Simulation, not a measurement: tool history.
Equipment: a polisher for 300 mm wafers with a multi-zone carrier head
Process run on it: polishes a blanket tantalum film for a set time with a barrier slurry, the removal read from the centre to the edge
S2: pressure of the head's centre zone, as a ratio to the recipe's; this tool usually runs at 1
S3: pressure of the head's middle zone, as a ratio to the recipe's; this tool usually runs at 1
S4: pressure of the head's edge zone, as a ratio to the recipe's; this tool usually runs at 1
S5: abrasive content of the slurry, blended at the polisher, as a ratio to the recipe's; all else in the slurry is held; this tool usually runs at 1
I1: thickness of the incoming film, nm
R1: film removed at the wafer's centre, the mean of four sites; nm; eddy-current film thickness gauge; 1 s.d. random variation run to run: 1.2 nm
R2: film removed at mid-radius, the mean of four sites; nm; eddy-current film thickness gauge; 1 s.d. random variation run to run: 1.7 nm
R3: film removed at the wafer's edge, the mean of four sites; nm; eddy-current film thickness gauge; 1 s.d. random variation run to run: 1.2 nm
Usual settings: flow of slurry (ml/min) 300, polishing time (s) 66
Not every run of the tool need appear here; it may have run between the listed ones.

Run 1, hour 0: usual settings; I1 399. Result: R1 110.9 nm, R2 121.2 nm, R3 118.5 nm.
Run 2, hour 25.8: usual settings; I1 400.7. Result: R1 110.7 nm, R2 120.2 nm, R3 119 nm.
At hour 55.6: centre zone pressure recalibrated.
Run 3, hour 56.1: usual settings; I1 392.7. Result: R1 115.7 nm, R2 116.7 nm, R3 116.9 nm.
Run 4, hour 72.4: usual settings but S3 0.9, S5 1.2; I1 395.7. Result: R1 119.4 nm, R2 110.6 nm, R3 122.6 nm.
At hour 80.6: worn pad replaced by a new one.
Run 5, hour 94.9: usual settings but S3 1.09; I1 397.3. Result: R1 115.4 nm, R2 127.6 nm, R3 118.9 nm.
Run 6, hour 114.7: usual settings but S3 0.95, S5 0.85, polishing time (s) 78; I1 406. Result: R1 135.8 nm, R2 134.5 nm, R3 136.5 nm.
Run 7, hour 131.3: usual settings; I1 397.4. Result: R1 115 nm, R2 114.9 nm, R3 117.5 nm.
At hour 167: edge zone pressure recalibrated.
Run 8, hour 167.5: usual settings; I1 393. Result: R1 116.7 nm, R2 117.9 nm, R3 118.4 nm.
Run 9, hour 200.7: usual settings but polishing time (s) 59; I1 399.7. Result: R1 101.9 nm, R2 102.6 nm, R3 102.9 nm.
Run 10, hour 232.2: usual settings; I1 397.4. Result: R1 115.9 nm, R2 115 nm, R3 117.1 nm.
At hour 242: slurry nozzle cleaned.
Run 11, hour 252.1: usual settings; I1 396.7. Result: R1 115.9 nm, R2 117.4 nm, R3 117.2 nm.
At hour 270.9: worn pad replaced by a new one.
Run 12, hour 285.7: usual settings but flow of slurry (ml/min) 215, S2 0.92, S4 0.97, polishing time (s) 58; I1 404.5. Result: R1 89.9 nm, R2 101.8 nm, R3 98.5 nm.
Run 13, hour 301.5: usual settings but S2 0.9, S3 1.05, S4 1.06, polishing time (s) 48; I1 397.3. Result: R1 75.5 nm, R2 88.5 nm, R3 85.8 nm.
Run 14, hour 331.2: usual settings but flow of slurry (ml/min) 385, S2 0.92, S5 1.2, polishing time (s) 53; I1 403.9. Result: R1 86.7 nm, R2 99.9 nm, R3 96.4 nm.
Run 15, hour 363.5: usual settings but flow of slurry (ml/min) 200, S2 0.89, S4 0.88, S5 0.8; I1 400.6. Result: R1 95.5 nm, R2 110.6 nm, R3 105.2 nm.
Run 16, hour 384.8: usual settings but S3 1.03; I1 397.6. Result: R1 115 nm, R2 120 nm, R3 117.9 nm.
Run 17, hour 418.3: usual settings but flow of slurry (ml/min) 220, S3 1.08, S4 1.12; I1 403.7. Result: R1 110.3 nm, R2 121.8 nm, R3 122.3 nm.
Run 18, hour 444.4: usual settings but S4 1.04, S5 0.9; I1 402.3. Result: R1 112.6 nm, R2 116.1 nm, R3 116.6 nm.
At hour 452.3: worn pad replaced by a new one.
Run 19, hour 459.6: usual settings but flow of slurry (ml/min) 350, S4 1.08; I1 394.3. Result: R1 113.3 nm, R2 120.6 nm, R3 123.7 nm.
Run 20, hour 478.1: usual settings but S3 0.94; I1 403. Result: R1 112.7 nm, R2 112.5 nm, R3 116.7 nm.
Run 21, hour 497.9: usual settings; I1 398.5. Result: R1 112.2 nm, R2 116.3 nm, R3 116.1 nm.
At hour 502.9: slurry nozzle cleaned.
Run 22, hour 530.9: usual settings but S3 0.91; I1 405.5. Result: R1 111.5 nm, R2 110.5 nm, R3 117.7 nm.

Branching from run 22: 3 alternative next runs. What would each branch give?
Run A, hour 531.3: usual settings; I1 403.9. Result: R1 ?, R2 ?, R3 ?.
Run B, hour 531.3: usual settings but S5 0.7; I1 403.9. Result: R1 ?, R2 ?, R3 ?.
Run C, hour 531.3: usual settings but flow of slurry (ml/min) 230, S3 1.03, polishing time (s) 75; I1 403.9. Result: R1 ?, R2 ?, R3 ?.

run     R1     R2     R3
  A  112.7  119.7  119.5
  B  107.2  113.8  113.7
  C  125.9  136.6  134.2
With the hidden condition removed and each run's random variation left untouched, the same runs would have given:
run     R1     R2     R3
  A  117.9  119.6  119.5
  B  112.1  113.8  113.7
  C  131.7  136.5  134.2
